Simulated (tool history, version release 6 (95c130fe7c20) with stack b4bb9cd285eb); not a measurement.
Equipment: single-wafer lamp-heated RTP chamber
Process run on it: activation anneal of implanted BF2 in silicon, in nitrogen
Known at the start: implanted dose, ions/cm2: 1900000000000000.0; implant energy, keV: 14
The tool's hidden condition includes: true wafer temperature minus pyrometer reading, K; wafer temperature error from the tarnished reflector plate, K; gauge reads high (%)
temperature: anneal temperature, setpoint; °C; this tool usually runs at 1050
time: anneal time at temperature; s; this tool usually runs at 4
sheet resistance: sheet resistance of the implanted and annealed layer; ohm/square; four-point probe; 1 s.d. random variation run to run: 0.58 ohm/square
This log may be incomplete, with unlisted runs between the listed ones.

run,day,temperature,time,wafers since the last listed run,wafers since the last pyrometer calibration,wafers since the reflector plate was cleaned,hours since the gauge calibration,"read-back reference wafer on the same gauge, sheet resistance",sheet resistance
1,0.000,1050,4,0,2531,10729,141.0,209.09,175.28
2,0.504,1063,4,231,2762,10960,153.1,208.89,159.13
3,0.808,1063,4,139,2902,11099,160.4,208.99,157.71
4,1.500,1050,4,317,3219,11416,177.0,208.96,174.57
5,2.171,1050,4,307,3527,11724,193.1,209.07,174.11
6,2.529,1050,4,164,3691,11888,201.7,209.03,174.55
7,2.938,1034,4,187,3878,12076,211.5,208.99,194.13
8,3.238,1034,4,137,4016,12213,218.7,209.02,194.21
9,3.633,1034,4,181,4197,12395,228.2,208.99,194.92
10,3.971,1062,4,154,4352,12550,236.3,209.00,158.22
11,4.479,1062,4,233,4585,12783,248.5,209.07,159.26
12,5.029,1050,4,252,4838,13035,261.7,208.81,174.37
13,5.546,1050,4,236,5075,13272,274.1,209.01,173.77
14,6.042,1050,4,227,5302,13499,286.0,209.03,173.90
# day 6.658: gauge calibrated
15,6.700,1050,4,301,5604,13801,1.0,209.02,172.94
16,7.321,1050,3,284,5889,14086,15.9,209.13,182.55
17,7.758,1025,6,200,6089,14287,26.4,209.03,193.09
18,8.075,1039,3,145,6234,14432,34.0,209.00,196.71
19,8.475,1037,4,183,6418,14615,43.6,208.86,188.48
20,8.967,1050,4,225,6643,14841,55.4,208.91,172.82
21,9.525,1050,4,256,6899,15097,68.8,208.90,172.28
22,10.092,1029,3,259,7159,15357,82.4,208.99,208.05
23,10.404,1036,4,143,7303,15500,89.9,208.94,189.94
# day 11.000: reflector plate cleaned
24,11.021,1050,4,129,7433,9,104.7,208.98,173.04
25,11.208,1073,5,85,7519,95,109.2,208.97,137.64
26,11.617,1060,3,187,7706,282,119.0,208.90,169.08
27,11.883,1032,3,122,7828,404,125.4,208.98,203.63
# day 12.475: pyrometer window cleaned and pyrometer calibrated
28,12.583,1050,6,168,49,572,142.2,209.12,161.39
29,12.888,1038,6,139,189,712,149.5,209.08,177.11
30,13.558,1074,6,307,496,1020,165.6,208.97,134.04
31,13.842,1034,5,129,626,1150,172.4,208.93,188.65
32,14.142,1050,4,137,764,1287,179.6,209.10,175.60
33,14.546,1060,4,185,949,1472,189.3,209.07,162.48
34,15.121,1039,4,263,1213,1736,203.1,208.98,190.05
35,15.854,1065,4,336,1549,2073,220.7,208.96,156.72
36,16.367,1021,3,235,1784,2308,233.0,208.80,221.30

Entry by entry between the runs, the difference in hidden state between the last listed run before and the first listed run after:
Logged between run 14 and run 15: gauge calibrated (day 6.658)
  true wafer temperature minus pyrometer reading, K: 2.37 -> 2.5
  measured minus no-state result, sheet resistance: -3.03 -> -3.18 ohm/square
Logged between run 23 and run 24: reflector plate cleaned (day 11.000)
  true wafer temperature minus pyrometer reading, K: 3.24 -> 3.36
  measured minus no-state result, sheet resistance: -4.23 -> -4.29 ohm/square
Logged between run 27 and run 28: pyrometer window cleaned and pyrometer calibrated (day 12.475)
  true wafer temperature minus pyrometer reading, K: 3.53 -> 0.171
  measured minus no-state result, sheet resistance: -4.38 -> -0.22 ohm/square
